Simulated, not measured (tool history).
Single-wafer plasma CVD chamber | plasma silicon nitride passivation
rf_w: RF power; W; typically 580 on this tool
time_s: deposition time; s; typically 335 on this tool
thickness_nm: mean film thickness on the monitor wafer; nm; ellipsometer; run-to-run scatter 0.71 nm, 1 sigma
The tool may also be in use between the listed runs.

run,hour,rf_w,time_s,"read-back reference wafer on the same gauge, thickness_nm",thickness_nm
1,0.0,580,335,557.853,465.278
2,16.9,580,335,557.893,466.701
# hour 30.0: gauge calibrated
3,31.0,580,335,557.950,465.492
4,38.4,580,335,558.133,465.810
5,52.2,580,335,557.884,464.685
6,68.0,580,335,557.988,465.851
7,76.5,580,335,558.099,466.077
8,92.4,580,335,557.784,464.344
9,107.8,580,335,557.960,465.598
10,122.5,580,335,558.079,465.630
11,139.3,580,293,558.049,407.502
12,156.2,580,335,558.037,466.343
13,170.3,580,335,557.791,464.791
14,177.9,540,335,558.016,456.405
15,185.6,540,335,558.062,455.191
16,198.6,580,335,557.825,464.567
17,207.3,580,335,558.016,466.611
18,222.0,655,390,557.881,560.515
19,271.8,480,271,558.223,356.392
# hour 286.9: showerhead replaced
20,288.9,655,387,558.097,556.036
# hour 297.0: gauge calibrated
21,304.8,580,381,557.953,528.989
22,311.3,580,335,557.884,464.273
# hour 333.0: RF generator calibrated
23,333.5,645,382,558.028,557.727
24,362.3,580,335,557.768,476.846
25,373.1,580,335,557.833,475.961
26,379.5,525,335,558.107,461.385
27,397.4,580,335,557.703,474.702
28,410.6,690,396,557.904,588.661
29,426.7,480,298,557.660,401.361
30,436.5,510,369,557.810,504.324
31,448.2,515,391,557.961,535.506
32,461.1,490,268,557.878,362.343
33,474.8,635,315,558.155,457.846
34,487.6,690,269,557.947,400.227

Predict each of these 4 candidate next runs independently; none follows another, all start after run 34:
A,488.1,580,273,?,?
B,488.1,665,288,?,?
C,488.1,580,374,?,?
D,488.1,510,378,?,?

run,"read-back reference wafer on the same gauge, thickness_nm",thickness_nm
A,557.970,386.452
B,557.970,423.545
C,557.970,529.426
D,557.970,516.406
What these runs would have given with no unlogged condition in the tool:
run,thickness_nm
A,388.217
B,425.479
C,531.843
D,518.764

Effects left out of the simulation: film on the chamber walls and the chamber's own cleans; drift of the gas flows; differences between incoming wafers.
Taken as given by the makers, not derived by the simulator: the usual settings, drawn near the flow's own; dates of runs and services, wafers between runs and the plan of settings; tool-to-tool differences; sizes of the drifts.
